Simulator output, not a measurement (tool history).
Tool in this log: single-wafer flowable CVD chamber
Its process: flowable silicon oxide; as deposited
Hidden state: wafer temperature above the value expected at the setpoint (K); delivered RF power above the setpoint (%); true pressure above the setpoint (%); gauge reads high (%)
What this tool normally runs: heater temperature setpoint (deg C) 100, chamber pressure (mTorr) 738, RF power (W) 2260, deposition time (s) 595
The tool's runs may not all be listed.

run,hour,heater temperature setpoint (deg C),chamber pressure (mTorr),RF power (W),deposition time (s),wafers since the last listed run,hours since the last thermocouple change,hours since the last RF generator calibration,hours since the last manometer calibration,hours since the showerhead was replaced,hours since the gauge calibration,"read-back reference wafer on the same gauge, thickness_nm",mean film thickness on the monitor wafer (angstrom)
1,0.0,100,738,2260,595,0,1995.6,1796.1,2083.3,2398.2,27.4,348.210,3178.62
2,84.4,100,738,2260,595,351,2080.0,1880.5,2167.7,2482.6,111.8,346.161,3169.48
3,124.4,100,738,2260,595,166,2120.0,1920.5,2207.7,2522.6,151.8,345.117,3162.08
4,423.5,100,738,2260,595,1246,2419.1,2219.6,2506.8,2821.7,450.9,340.393,3124.53
5,492.1,100,738,2260,595,285,2487.7,2288.2,2575.4,2890.3,519.5,339.967,3141.29
6,555.7,100,738,2260,595,265,2551.3,2351.8,2639.0,2953.9,583.1,339.157,3101.87
7,629.4,100,738,2260,595,307,2625.0,2425.5,2712.7,3027.6,656.8,339.308,3118.16
8,717.5,100,738,2260,595,367,2713.1,2513.6,2800.8,3115.7,744.9,338.370,3103.47
# hour 744.3: RF generator calibrated
9,761.9,108,738,2260,595,151,2757.5,17.6,2845.2,3160.1,789.3,338.065,2442.64
10,851.6,108,738,2260,595,373,2847.2,107.3,2934.9,3249.8,879.0,337.823,2446.27
11,917.6,100,738,2260,595,275,2913.2,173.3,3000.9,3315.8,945.0,338.201,3104.90
12,973.8,100,738,2260,595,234,2969.4,229.5,3057.1,3372.0,1001.2,337.469,3102.74
13,1018.8,108,738,2260,595,187,3014.4,274.5,3102.1,3417.0,1046.2,337.579,2433.61
14,1069.6,100,738,2260,595,211,3065.2,325.3,3152.9,3467.8,1097.0,337.388,3098.07
15,1160.9,100,688,2425,595,380,3156.5,416.6,3244.2,3559.1,1188.3,337.588,2946.93
# hour 1176.1: gauge calibrated
# hour 1182.5: capacitance manometer re-zeroed and calibrated
16,1217.7,89,878,2570,658,203,3213.3,473.4,35.2,3615.9,41.6,349.640,5978.14
# hour 1227.2: thermocouple changed; heater temperature recalibrated
17,1294.1,100,738,2260,484,285,66.9,549.8,111.6,3692.3,118.0,347.597,2609.07
18,1347.0,100,738,2260,595,220,119.8,602.7,164.5,3745.2,170.9,346.844,3195.11

What will run 19 give?
# hour 1357.2: showerhead replaced
19,1392.6,91,738,2260,530,156,165.4,648.3,210.1,35.4,216.5,?,?

{"run 19": {"read-back reference wafer on the same gauge, thickness_nm": 346.005, "mean film thickness on the monitor wafer (angstrom)": 3657.39}}
If the tool had no hidden condition, the same run with the same run-to-run variation would have returned mean film thickness on the monitor wafer (angstrom) 3702.34.

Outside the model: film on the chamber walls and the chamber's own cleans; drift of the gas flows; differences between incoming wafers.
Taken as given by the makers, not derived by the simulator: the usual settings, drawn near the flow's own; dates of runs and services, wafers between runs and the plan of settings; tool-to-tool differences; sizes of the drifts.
